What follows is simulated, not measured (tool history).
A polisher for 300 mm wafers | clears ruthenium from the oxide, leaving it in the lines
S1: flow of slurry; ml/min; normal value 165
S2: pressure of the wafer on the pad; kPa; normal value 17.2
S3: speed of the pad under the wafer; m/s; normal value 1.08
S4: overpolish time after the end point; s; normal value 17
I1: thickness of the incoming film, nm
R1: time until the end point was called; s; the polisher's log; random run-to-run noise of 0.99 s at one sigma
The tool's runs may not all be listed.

run	hour	S1	S2	S3	S4	I1	R1
1	0	165	17.2	0.96	10	89.4	78.6
2	21.2	165	17.2	0.96	10	89.6	80.3
3	47.1	165	17.2	0.96	10	90.9	83.4
4	61.3	165	17.2	1.08	17	90.3	72.3
5	96.3	165	17.2	1.08	17	91	75.5
# hour 118.5: worn pad replaced by a new one
6	119	165	17.2	1.08	17	90.3	73.3
7	146.4	165	17.2	1.08	17	91.9	74.6
8	160.8	165	17.2	1.08	17	89	73
9	183.6	165	17.2	1.08	17	92	74.7
10	211.2	140	17.2	1.08	17	88.8	75
# hour 216.6: worn pad replaced by a new one
# hour 222.9: slurry nozzle cleaned
11	238.6	165	17.2	1.08	17	90.2	70.3
12	252.2	165	13.1	1.38	23	89.4	70.8
13	273.9	165	20.7	1.28	8	88.3	48.3
14	287.5	165	17.2	1.08	17	90	70.9
# hour 318.1: worn pad replaced by a new one
15	320	165	15.9	1.08	17	90	77.3
16	351.9	200	13.8	1.4	11	90.9	67.6
17	377.2	165	17.2	1.08	17	90.6	72.1
18	411.5	165	22.1	1.08	7	91.2	58.6
# hour 415.9: head pressure recalibrated
# hour 418.3: worn pad replaced by a new one
19	444.6	165	20.7	1.2	17	89.3	47.8
20	479.6	165	17.2	0.8	17	88.2	88.3
# hour 499.2: slurry nozzle cleaned
21	505.1	110	21.4	1.32	10	91	45.5
22	522.9	165	17.2	1.08	13	89.7	63.1
# hour 527.7: worn pad replaced by a new one
23	544.9	165	17.2	1.08	22	90.9	67.5

What if the next run were any one of these 5? Each begins from the tool's condition after run 23:
A	545.3	165	17.2	1.26	17	89.9	?
B	545.3	165	17.2	1.38	7	89.9	?
C	545.3	165	17.2	1.08	10	89.9	?
D	545.3	225	17.2	1.36	14	89.9	?
E	545.3	140	17.2	1.08	25	89.9	?

run	R1
A	55.6
B	50.8
C	64.9
D	49.3
E	66.7
Stripped of hidden state, with their random variation kept, the same runs would have yielded:
run	R1
A	51.6
B	47.1
C	60.2
D	46
E	61.6
